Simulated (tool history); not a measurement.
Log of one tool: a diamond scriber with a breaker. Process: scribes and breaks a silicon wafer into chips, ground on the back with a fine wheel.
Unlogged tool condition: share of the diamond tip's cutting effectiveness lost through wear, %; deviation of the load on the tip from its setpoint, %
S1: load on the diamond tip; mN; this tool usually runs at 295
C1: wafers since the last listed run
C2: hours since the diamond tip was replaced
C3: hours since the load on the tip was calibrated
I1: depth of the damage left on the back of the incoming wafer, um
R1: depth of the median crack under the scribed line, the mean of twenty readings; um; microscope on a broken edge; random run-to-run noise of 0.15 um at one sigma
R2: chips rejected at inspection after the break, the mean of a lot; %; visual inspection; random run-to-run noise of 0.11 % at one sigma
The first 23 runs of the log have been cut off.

run,hour,S1,C1,C2,C3,I1,R1,R2
# hour 1191.4: load on the tip recalibrated
24,1292.5,226,222,183.5,101.1,2.33,8.96,3.51
25,1346.8,247,117,237.8,155.4,2.51,9.21,2.96
26,1411.6,327,140,302.6,220.2,1.62,10.74,1.14
27,1453.2,259,90,344.2,261.8,2.23,9.39,2.02
28,1489.7,295,79,380.7,298.3,1.60,10.07,1.04
29,1533.1,361,94,424.1,341.7,2.92,11.79,2.66
30,1559.2,260,56,450.2,367.8,2.62,9.51,2.86
31,1598.4,250,85,489.4,407.0,2.17,9.17,2.31
32,1627.2,295,62,518.2,435.8,2.42,10.23,2.02
33,1677.7,367,109,568.7,486.3,1.73,11.59,1.76
34,1710.6,261,71,601.6,519.2,2.20,9.67,2.07
35,1741.1,368,66,632.1,549.7,1.92,11.52,1.95
36,1806.9,210,142,697.9,615.5,2.27,8.79,4.13
37,1869.3,362,135,760.3,677.9,2.08,11.58,1.91
# hour 1876.4: diamond tip replaced by a new one
38,1919.4,216,104,43.0,728.0,1.89,9.09,2.12
39,1985.3,295,143,108.9,793.9,2.39,10.85,1.73
40,2018.0,266,70,141.6,826.6,1.91,9.97,1.20
41,2063.6,295,98,187.2,872.2,2.59,10.64,1.89
42,2103.4,239,86,227.0,912.0,1.69,9.61,1.65

What if the next run were any one of these 3? Each begins from the tool's condition after run 42:
A,2104.0,357,1,227.6,912.6,2.05,?,?
B,2104.0,208,1,227.6,912.6,2.05,?,?
C,2104.0,337,1,227.6,912.6,2.05,?,?

run,R1,R2
A,11.52,2.22
B,8.75,3.18
C,11.17,1.74
Had the tool no hidden state, the same runs would have come out as:
run,R1,R2
A,11.23,1.82
B,8.53,3.86
C,10.89,1.46

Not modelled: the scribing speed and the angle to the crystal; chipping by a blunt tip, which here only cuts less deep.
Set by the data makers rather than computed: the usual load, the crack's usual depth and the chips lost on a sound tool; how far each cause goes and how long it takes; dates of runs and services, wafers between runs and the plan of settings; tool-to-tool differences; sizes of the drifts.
